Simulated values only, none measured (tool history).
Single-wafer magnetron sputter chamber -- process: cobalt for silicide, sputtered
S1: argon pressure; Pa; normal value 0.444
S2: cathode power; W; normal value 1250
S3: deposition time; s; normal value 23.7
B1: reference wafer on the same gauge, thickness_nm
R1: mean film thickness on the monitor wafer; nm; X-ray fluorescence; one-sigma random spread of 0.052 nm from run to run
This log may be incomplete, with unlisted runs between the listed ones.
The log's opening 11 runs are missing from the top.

run	hour	S1	S2	S3	B1	R1
12	555.8	0.444	1250	25.7	14.671	14.287
# hour 609.5: gauge calibrated
13	619.4	0.444	1400	19.7	14.703	11.892
14	660.5	0.566	1150	23.7	14.713	11.707
15	715.4	0.384	1550	23.7	14.697	15.768
# hour 764.3: sputter target and shields replaced
16	764.8	0.444	950	28.2	14.704	13.086
17	790.9	0.496	950	21.5	14.695	9.724
18	846.8	0.444	1250	23.7	14.697	13.413
19	873	0.444	1100	23.7	14.699	12.096
# hour 901.9: magnet pack replaced
20	934.5	0.361	1250	20.4	14.693	11.767
21	974.9	0.341	1450	27.5	14.698	18.009
22	1044.1	0.575	1250	27	14.684	14.198
23	1111.2	0.369	1250	27.2	14.706	15.332
24	1147.2	0.444	1250	23.7	14.699	13.001
25	1171.5	0.372	1250	22.3	14.691	12.577
# hour 1208.5: sputter target and shields replaced
26	1228.8	0.444	1250	23.7	14.708	13.409
27	1300.2	0.444	1250	26.7	14.685	15.138
28	1371.8	0.444	1250	23.7	14.693	13.225
29	1413.3	0.523	1250	21.4	14.69	11.51
30	1469.1	0.394	1250	23.7	14.692	13.422
31	1495.4	0.444	1250	23.7	14.682	13.108
32	1550.6	0.34	1400	20.9	14.688	12.952
33	1596.9	0.444	1350	27.7	14.695	16.013
# hour 1651.8: sputter target and shields replaced
34	1652.3	0.521	1250	23.7	14.685	13.187
35	1705.5	0.444	1250	20.4	14.683	11.576

Here are 4 independent what-if runs from the current tool condition. What would each one return?
A	1705.9	0.571	1250	23.7	?	?
B	1705.9	0.303	1350	19.7	?	?
C	1705.9	0.514	1550	26.8	?	?
D	1705.9	0.595	950	23.7	?	?

run	B1	R1
A	14.683	12.895
B	14.683	12.623
C	14.683	17.715
D	14.683	10.363
What these runs would have given with no unlogged condition in the tool:
run	R1
A	12.978
B	12.704
C	17.829
D	10.43

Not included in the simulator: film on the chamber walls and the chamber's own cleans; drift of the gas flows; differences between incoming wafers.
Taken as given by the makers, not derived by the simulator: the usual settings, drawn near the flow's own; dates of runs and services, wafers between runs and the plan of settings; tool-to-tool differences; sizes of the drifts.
